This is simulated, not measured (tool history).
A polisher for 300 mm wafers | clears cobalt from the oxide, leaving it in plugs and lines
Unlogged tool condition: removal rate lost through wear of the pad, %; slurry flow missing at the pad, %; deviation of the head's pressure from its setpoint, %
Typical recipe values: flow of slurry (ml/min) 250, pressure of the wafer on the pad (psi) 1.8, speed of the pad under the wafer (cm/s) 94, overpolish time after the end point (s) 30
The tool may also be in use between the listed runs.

run    hour  flow of slurry (ml/min)  pressure of the wafer on the pad (psi)  speed of the pad under the wafer (cm/s)  overpolish time after the end point (s)  wafers since the last listed run  wafers polished on this pad  hours since the slurry nozzle was cleaned  hours since the head pressure was calibrated  incoming thickness of the incoming film, nm  time until the end point was called (s)  dishing of a wide line in a test structure (angstrom)
  1     0.0                      250                                     1.8                                       94                                       30                                 0                         1705                                      458.7                                          53.6                                        271.8                                     76.7                                                    498
  2    24.8                      250                                     1.8                                       94                                       18                               270                         1976                                      483.5                                          78.4                                        267.4                                     75.9                                                    385
  3    70.4                      250                                     1.8                                       94                                       18                               497                         2473                                      529.1                                         124.0                                        274.8                                     77.5                                                    387
  4   131.3                      250                                     1.8                                       84                                       30                               664                         3137                                      590.0                                         184.9                                        264.2                                     83.8                                                    475
  5   187.8                      250                                     1.8                                       84                                       30                               616                         3754                                      646.5                                         241.4                                        272.8                                     86.4                                                    491
  6   240.7                      250                                     1.8                                       94                                       30                               577                         4331                                      699.4                                         294.3                                        271.7                                     76.0                                                    507
  7   311.7                      250                                     1.8                                       94                                       30                               774                         5106                                      770.4                                         365.3                                        268.4                                     74.0                                                    512
      320.2  -- slurry nozzle cleaned
      346.9  -- worn pad replaced by a new one
  8   348.2                      250                                     1.8                                       94                                       30                               343                           14                                       28.0                                         401.8                                        268.4                                     72.5                                                    512
      406.9  -- head pressure recalibrated
  9   416.3                      250                                     1.8                                       94                                       30                               721                          735                                       96.1                                           9.4                                        271.1                                     76.9                                                    505
 10   440.6                      250                                     1.8                                       94                                       30                               265                         1000                                      120.4                                          33.7                                        270.1                                     75.1                                                    526
 11   641.7                      250                                     1.8                                       94                                       30                              2193                         3194                                      321.5                                         234.8                                        268.1                                     75.1                                                    516
 12   697.6                      250                                     1.8                                       94                                       18                               609                         3804                                      377.4                                         290.7                                        272.3                                     75.0                                                    397
 13   731.0                      160                                     2.1                                      116                                       47                               364                         4168                                      410.8                                         324.1                                        269.7                                     57.9                                                    639
 14   768.2                      250                                     1.8                                       94                                       22                               405                         4574                                      448.0                                         361.3                                        270.8                                     73.4                                                    436
 15   795.3                      250                                     1.6                                       94                                       30                               295                         4870                                      475.1                                         388.4                                        268.3                                     78.7                                                    524
      814.7  -- worn pad replaced by a new one
 16   855.2                      250                                     1.8                                       62                                       46                               609                          442                                      535.0                                         448.3                                        266.8                                    109.9                                                    526
      875.8  -- head pressure recalibrated
 17   922.3                      190                                     1.5                                      114                                       30                               710                         1152                                      602.1                                          46.5                                        271.0                                     73.4                                                    510
 18   955.5                      250                                     2.2                                      112                                       22                               362                         1514                                      635.3                                          79.7                                        267.7                                     56.6                                                    497
 19  1016.9                      250                                     2.2                                       94                                       30                               669                         2184                                      696.7                                         141.1                                        272.5                                     69.2                                                    534
 20  1085.6                      250                                     1.8                                       94                                       30                               749                         2934                                      765.4                                         209.8                                        265.9                                     75.8                                                    527
 21  1146.2                      250                                     1.6                                       94                                       30                               661                         3595                                      826.0                                         270.4                                        270.5                                     81.1                                                    518
     1194.7  -- slurry nozzle cleaned
 22  1216.7                      210                                     1.8                                       94                                       30                               758                         4353                                       22.0                                         340.9                                        268.3                                     77.1                                                    506
 23  1257.5                      250                                     1.8                                       94                                       30                               445                         4798                                       62.8                                         381.7                                        267.6                                     75.3                                                    528
     1288.4  -- head pressure recalibrated
 24  1302.1                      250                                     1.8                                      126                                       24                               464                         5263                                      107.4                                          13.7                                        274.8                                     59.1                                                    522
     1311.1  -- worn pad replaced by a new one
 25  1355.3                      325                                     2.1                                       66                                       19                               536                          481                                      160.6                                          66.9                                        274.8                                    100.8                                                    337
 26  1413.6                      250                                     1.8                                       94                                       30                               636                         1117                                      218.9                                         125.2                                        267.2                                     74.8                                                    517
 27  1470.2                      250                                     2.0                                       86                                       44                               617                         1735                                      275.5                                         181.8                                        272.8                                     80.1                                                    589
 28  1517.4                      250                                     2.2                                       80                                       25                               514                         2250                                      322.7                                         229.0                                        270.2                                     80.0                                                    462
 29  1589.7                      195                                     2.2                                       94                                       48                               788                         3039                                      395.0                                         301.3                                        269.0                                     67.8                                                    644
 30  1655.3                      170                                     1.8                                       94                                       30                               715                         3754                                      460.6                                         366.9                                        268.0                                     76.3                                                    507
 31  1685.8                      250                                     1.8                                       94                                       30                               332                         4087                                      491.1                                         397.4                                        269.5                                     73.9                                                    523
 32  1713.3                      250                                     1.8                                       94                                       30                               300                         4387                                      518.6                                         424.9                                        274.0                                     75.5                                                    524
     1779.2  -- head pressure recalibrated
 33  1782.1                      250                                     1.8                                      112                                       23                               728                         5116                                      587.4                                           2.9                                        270.9                                     65.0                                                    494

5 ways to go on from here, each from the tool as it stands after run 33. What would each give?
  A  1782.5                      250                                     1.8                                       94                                       30                                 4                         5120                                      587.8                                           3.3                                        266.5                                        ?                                                      ?
  B  1782.5                      250                                     2.0                                       76                                       30                                 4                         5120                                      587.8                                           3.3                                        266.5                                        ?                                                      ?
  C  1782.5                      310                                     1.8                                       94                                       30                                 4                         5120                                      587.8                                           3.3                                        266.5                                        ?                                                      ?
  D  1782.5                      215                                     1.4                                       84                                       14                                 4                         5120                                      587.8                                           3.3                                        266.5                                        ?                                                      ?
  E  1782.5                      250                                     1.8                                       78                                       30                                 4                         5120                                      587.8                                           3.3                                        266.5                                        ?                                                      ?

run  time until the end point was called (s)  dishing of a wide line in a test structure (angstrom)
  A                                     76.3                                                    520
  B                                     88.5                                                    483
  C                                     75.0                                                    524
  D                                    100.0                                                    266
  E                                     92.0                                                    473
Stripped of hidden state, with their random variation kept, the same runs would have yielded:
run  time until the end point was called (s)  dishing of a wide line in a test structure (angstrom)
  A                                     76.2                                                    520
  B                                     88.4                                                    483
  C                                     74.9                                                    524
  D                                     99.8                                                    267
  E                                     91.9                                                    473
